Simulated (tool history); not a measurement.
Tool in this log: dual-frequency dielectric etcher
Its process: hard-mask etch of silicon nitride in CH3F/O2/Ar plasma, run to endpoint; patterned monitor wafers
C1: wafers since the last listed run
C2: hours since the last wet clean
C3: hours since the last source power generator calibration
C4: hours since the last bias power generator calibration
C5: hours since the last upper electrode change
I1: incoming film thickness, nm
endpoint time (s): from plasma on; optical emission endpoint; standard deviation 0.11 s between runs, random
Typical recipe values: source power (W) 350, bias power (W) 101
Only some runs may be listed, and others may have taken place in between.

Run 1, hour 0.0: usual settings; C1 0; C2 392.7; C3 1146.4; C4 4178.4; C5 3411.0; I1 26.59. Result: endpoint time (s) 35.2.
Run 2, hour 65.5: usual settings; C1 716; C2 458.2; C3 1211.9; C4 4243.9; C5 3476.5; I1 26.46. Result: endpoint time (s) 34.9.
Run 3, hour 172.6: usual settings but source power (W) 290, bias power (W) 96; C1 1171; C2 565.3; C3 1319.0; C4 4351.0; C5 3583.6; I1 26.39. Result: endpoint time (s) 37.9.
At hour 206.1: wet clean of the chamber.
Run 4, hour 247.0: usual settings but source power (W) 290, bias power (W) 96; C1 551; C2 40.9; C3 1393.4; C4 4425.4; C5 3658.0; I1 26.81. Result: endpoint time (s) 39.6.
Run 5, hour 345.4: usual settings but source power (W) 290, bias power (W) 96; C1 1076; C2 139.3; C3 1491.8; C4 4523.8; C5 3756.4; I1 26.48. Result: endpoint time (s) 39.1.
Run 6, hour 383.7: usual settings but source power (W) 380, bias power (W) 116; C1 419; C2 177.6; C3 1530.1; C4 4562.1; C5 3794.7; I1 26.58. Result: endpoint time (s) 32.8.
Run 7, hour 464.2: usual settings but source power (W) 380, bias power (W) 116; C1 880; C2 258.1; C3 1610.6; C4 4642.6; C5 3875.2; I1 26.63. Result: endpoint time (s) 32.7.
Run 8, hour 565.3: usual settings but source power (W) 380, bias power (W) 116; C1 1106; C2 359.2; C3 1711.7; C4 4743.7; C5 3976.3; I1 26.41. Result: endpoint time (s) 32.4.
Run 9, hour 650.2: usual settings but bias power (W) 121; C1 928; C2 444.1; C3 1796.6; C4 4828.6; C5 4061.2; I1 26.33. Result: endpoint time (s) 32.6.
Run 10, hour 728.2: usual settings; C1 853; C2 522.1; C3 1874.6; C4 4906.6; C5 4139.2; I1 26.24. Result: endpoint time (s) 34.5.
At hour 789.0: wet clean of the chamber.
At hour 810.1: upper electrode replaced.
Run 11, hour 810.6: usual settings; C1 407; C2 21.6; C3 1957.0; C4 4989.0; C5 0.5; I1 26.19. Result: endpoint time (s) 35.7.
At hour 971.3: bias power generator calibrated.
Run 12, hour 1041.3: usual settings; C1 2480; C2 252.3; C3 2187.7; C4 70.0; C5 231.2; I1 26.42. Result: endpoint time (s) 35.5.
Run 13, hour 1080.8: usual settings; C1 432; C2 291.8; C3 2227.2; C4 109.5; C5 270.7; I1 26.52. Result: endpoint time (s) 35.7.
Run 14, hour 1160.0: usual settings but bias power (W) 82; C1 866; C2 371.0; C3 2306.4; C4 188.7; C5 349.9; I1 26.17. Result: endpoint time (s) 37.8.
Run 15, hour 1202.8: usual settings but bias power (W) 82; C1 468; C2 413.8; C3 2349.2; C4 231.5; C5 392.7; I1 26.45. Result: endpoint time (s) 37.9.
At hour 1250.7: wet clean of the chamber.
Run 16, hour 1270.4: usual settings but bias power (W) 82; C1 477; C2 19.7; C3 2416.8; C4 299.1; C5 460.3; I1 26.56. Result: endpoint time (s) 39.3.
Run 17, hour 1333.1: usual settings but bias power (W) 88; C1 686; C2 82.4; C3 2479.5; C4 361.8; C5 523.0; I1 26.73. Result: endpoint time (s) 38.2.
Run 18, hour 1399.9: usual settings but source power (W) 320, bias power (W) 92; C1 730; C2 149.2; C3 2546.3; C4 428.6; C5 589.8; I1 26.52. Result: endpoint time (s) 38.4.
Run 19, hour 1461.2: usual settings; C1 670; C2 210.5; C3 2607.6; C4 489.9; C5 651.1; I1 26.96. Result: endpoint time (s) 36.3.
Run 20, hour 1569.1: usual settings but source power (W) 410, bias power (W) 79; C1 1180; C2 318.4; C3 2715.5; C4 597.8; C5 759.0; I1 26.34. Result: endpoint time (s) 36.5.
Run 21, hour 1635.4: usual settings but source power (W) 430; C1 725; C2 384.7; C3 2781.8; C4 664.1; C5 825.3; I1 26.74. Result: endpoint time (s) 33.1.
Run 22, hour 1688.0: usual settings but source power (W) 310, bias power (W) 87; C1 575; C2 437.3; C3 2834.4; C4 716.7; C5 877.9; I1 26.38. Result: endpoint time (s) 38.8.
At hour 1763.6: wet clean of the chamber.
Run 23, hour 1764.1: usual settings; C1 570; C2 0.5; C3 2910.5; C4 792.8; C5 954.0; I1 26.60. Result: endpoint time (s) 36.5.
Run 24, hour 1856.6: usual settings but source power (W) 430, bias power (W) 88; C1 1012; C2 93.0; C3 3003.0; C4 885.3; C5 1046.5; I1 26.44. Result: endpoint time (s) 35.2.
Run 25, hour 1930.2: usual settings but source power (W) 310, bias power (W) 120; C1 805; C2 166.6; C3 3076.6; C4 958.9; C5 1120.1; I1 26.32. Result: endpoint time (s) 35.0.
Run 26, hour 2010.6: usual settings but bias power (W) 122; C1 879; C2 247.0; C3 3157.0; C4 1039.3; C5 1200.5; I1 26.70. Result: endpoint time (s) 33.6.
At hour 2034.7: source power generator calibrated.
Run 27, hour 2091.4: usual settings; C1 840; C2 327.8; C3 56.7; C4 1120.1; C5 1281.3; I1 26.70. Result: endpoint time (s) 35.5.
Run 28, hour 2165.4: usual settings but source power (W) 290, bias power (W) 115; C1 809; C2 401.8; C3 130.7; C4 1194.1; C5 1355.3; I1 26.62. Result: endpoint time (s) 35.7.
At hour 2256.9: wet clean of the chamber.
Run 29, hour 2257.4: usual settings but source power (W) 310, bias power (W) 115; C1 744; C2 0.5; C3 222.7; C4 1286.1; C5 1447.3; I1 26.58. Result: endpoint time (s) 35.8.
Run 30, hour 2293.9: usual settings; C1 399; C2 37.0; C3 259.2; C4 1322.6; C5 1483.8; I1 26.62. Result: endpoint time (s) 35.7.
Run 31, hour 2336.5: usual settings but source power (W) 370; C1 466; C2 79.6; C3 301.8; C4 1365.2; C5 1526.4; I1 26.42. Result: endpoint time (s) 35.0.
Run 32, hour 2526.0: usual settings; C1 2073; C2 269.1; C3 491.3; C4 1554.7; C5 1715.9; I1 26.30. Result: endpoint time (s) 34.8.
Run 33, hour 2578.3: usual settings; C1 572; C2 321.4; C3 543.6; C4 1607.0; C5 1768.2; I1 26.36. Result: endpoint time (s) 34.9.
Run 34, hour 2632.4: usual settings but source power (W) 390; C1 591; C2 375.5; C3 597.7; C4 1661.1; C5 1822.3; I1 26.12. Result: endpoint time (s) 32.9.

Subtracting, for every run, the result it would have given without the tool's unlogged condition from the measured result gives the following. The same run-to-run variation enters both numbers; the gauge's scatter may not:
What the log doesn't record here: etch rate over this chamber's usual, %; source power that arrives over what is set, %; bias power that arrives over what is set, %.
run  endpoint time (s)
  1               -0.7
  2               -0.9
  3               -1.1
  4               +0.1
  5               -0.2
  6               -0.2
  7               -0.4
  8               -0.5
  9               -0.7
 10               -0.9
 11               +0.3
 12               -0.1
 13               -0.3
 14               -0.4
 15               -0.5
 16               +0.4
 17               +0.2
 18               +0.1
 19               +0.0
 20               -0.2
 21               -0.3
 22               -0.5
 23               +0.6
 24               +0.4
 25               +0.3
 26               +0.1
 27               -0.7
 28               -0.9
 29               -0.1
 30               -0.2
 31               -0.2
 32               -0.7
 33               -0.8
 34               -0.9
